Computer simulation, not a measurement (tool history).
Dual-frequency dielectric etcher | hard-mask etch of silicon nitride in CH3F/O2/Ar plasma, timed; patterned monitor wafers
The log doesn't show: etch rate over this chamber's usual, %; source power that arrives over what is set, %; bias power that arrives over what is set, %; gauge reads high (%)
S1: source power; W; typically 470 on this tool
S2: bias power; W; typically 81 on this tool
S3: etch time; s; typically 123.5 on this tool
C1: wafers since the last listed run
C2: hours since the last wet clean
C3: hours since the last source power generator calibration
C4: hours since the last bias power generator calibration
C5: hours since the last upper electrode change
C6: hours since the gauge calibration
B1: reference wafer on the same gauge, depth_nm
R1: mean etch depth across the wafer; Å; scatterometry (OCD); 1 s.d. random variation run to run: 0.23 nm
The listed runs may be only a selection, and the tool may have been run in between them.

run   hour   S1  S2     S3   C1     C2      C3      C4      C5     C6     B1    R1
  1    0.0  470  86  123.5    0  153.0  3350.7  2991.6  4650.8  221.5  109.0  1025
  2    6.1  470  86  123.5   52  159.1  3356.8  2997.7  4656.9  227.6  109.0  1027
  3   18.3  470  86  123.5  105  171.3  3369.0  3009.9  4669.1  239.8  109.1  1021
  4   32.9  470  66  123.5  125  185.9  3383.6  3024.5  4683.7  254.4  109.0   967
  5   44.4  470  66  123.5   99  197.4  3395.1  3036.0  4695.2  265.9  109.0   969
  6   60.2  470  66  123.5  136  213.2  3410.9  3051.8  4711.0  281.7  109.0   968
  7   68.2  470  81  123.5   68  221.2  3418.9  3059.8  4719.0  289.7  109.0  1013
  8   76.1  470  81  123.5   68  229.1  3426.8  3067.7  4726.9  297.6  109.0  1016
      88.5  -- bias power generator calibrated
  9   89.0  470  81  123.5   76  242.0  3439.7     0.5  4739.8  310.5  109.0  1011
 10   95.9  470  81  123.5   59  248.9  3446.6     7.4  4746.7  317.4  109.1  1015
 11  104.2  400  97  136.0   71  257.2  3454.9    15.7  4755.0  325.7  109.0  1131
 12  111.0  390  81  123.5   58  264.0  3461.7    22.5  4761.8  332.5  109.0   980
 13  117.3  580  93  123.5   54  270.3  3468.0    28.8  4768.1  338.8  109.0  1091
 14  127.3  470  86   96.0   86  280.3  3478.0    38.8  4778.1  348.8  109.0   798
 15  140.5  470  81  123.5  113  293.5  3491.2    52.0  4791.3  362.0  109.0  1012
 16  158.0  470  81  123.5  150  311.0  3508.7    69.5  4808.8  379.5  109.1  1016
 17  165.2  550  81  123.5   62  318.2  3515.9    76.7  4816.0  386.7  109.0  1045
     192.9  -- upper electrode replaced
     203.2  -- wet clean of the chamber
 18  203.7  470  81  153.0   35    0.5  3554.4   115.2    10.8  425.2  109.1  1254
 19  204.1  470  91   94.5    3    0.9  3554.8   115.6    11.2  425.6  109.0   796
 20  204.7  520  76  123.5    5    1.5  3555.4   116.2    11.8  426.2  109.0  1024
 21  217.0  470  93   96.5  106   13.8  3567.7   128.5    24.1  438.5  109.0   818
     226.2  -- gauge calibrated
     227.1  -- source power generator calibrated
 22  227.6  470  81  123.5   56   24.4     0.5   139.1    34.7    1.4  109.0  1011
 23  253.5  470  81  123.5  223   50.3    26.4   165.0    60.6   27.3  108.9  1010
 24  264.3  430  81  123.5   93   61.1    37.2   175.8    71.4   38.1  109.0   999
 25  279.4  360  81  123.5  130   76.2    52.3   190.9    86.5   53.2  109.0   966
 26  320.3  370  72  144.0  352  117.1    93.2   231.8   127.4   94.1  109.0  1098
 27  328.7  400  89  123.5   72  125.5   101.6   240.2   135.8  102.5  109.0  1003
 28  341.2  390  99  123.5  107  138.0   114.1   252.7   148.3  115.0  108.9  1029
 29  349.3  510  81  149.0   69  146.1   122.2   260.8   156.4  123.1  109.1  1236

Alternative continuations, all from the tool just after run 29; predict every row:
  A  349.8  470  81  150.5   4  146.6  122.7  261.3  156.9  123.6   ?   ?
  B  349.8  470  74  123.5   4  146.6  122.7  261.3  156.9  123.6   ?   ?
  C  349.8  530  93  123.5   4  146.6  122.7  261.3  156.9  123.6   ?   ?
  D  349.8  520  93   90.0   4  146.6  122.7  261.3  156.9  123.6   ?   ?
  E  349.8  360  74   98.0   4  146.6  122.7  261.3  156.9  123.6   ?   ?

run     B1    R1
  A  109.0  1236
  B  109.0   994
  C  109.0  1073
  D  109.0   779
  E  109.0   752
What these runs would have given with no unlogged condition in the tool:
run    R1
  A  1236
  B   994
  C  1073
  D   779
  E   752

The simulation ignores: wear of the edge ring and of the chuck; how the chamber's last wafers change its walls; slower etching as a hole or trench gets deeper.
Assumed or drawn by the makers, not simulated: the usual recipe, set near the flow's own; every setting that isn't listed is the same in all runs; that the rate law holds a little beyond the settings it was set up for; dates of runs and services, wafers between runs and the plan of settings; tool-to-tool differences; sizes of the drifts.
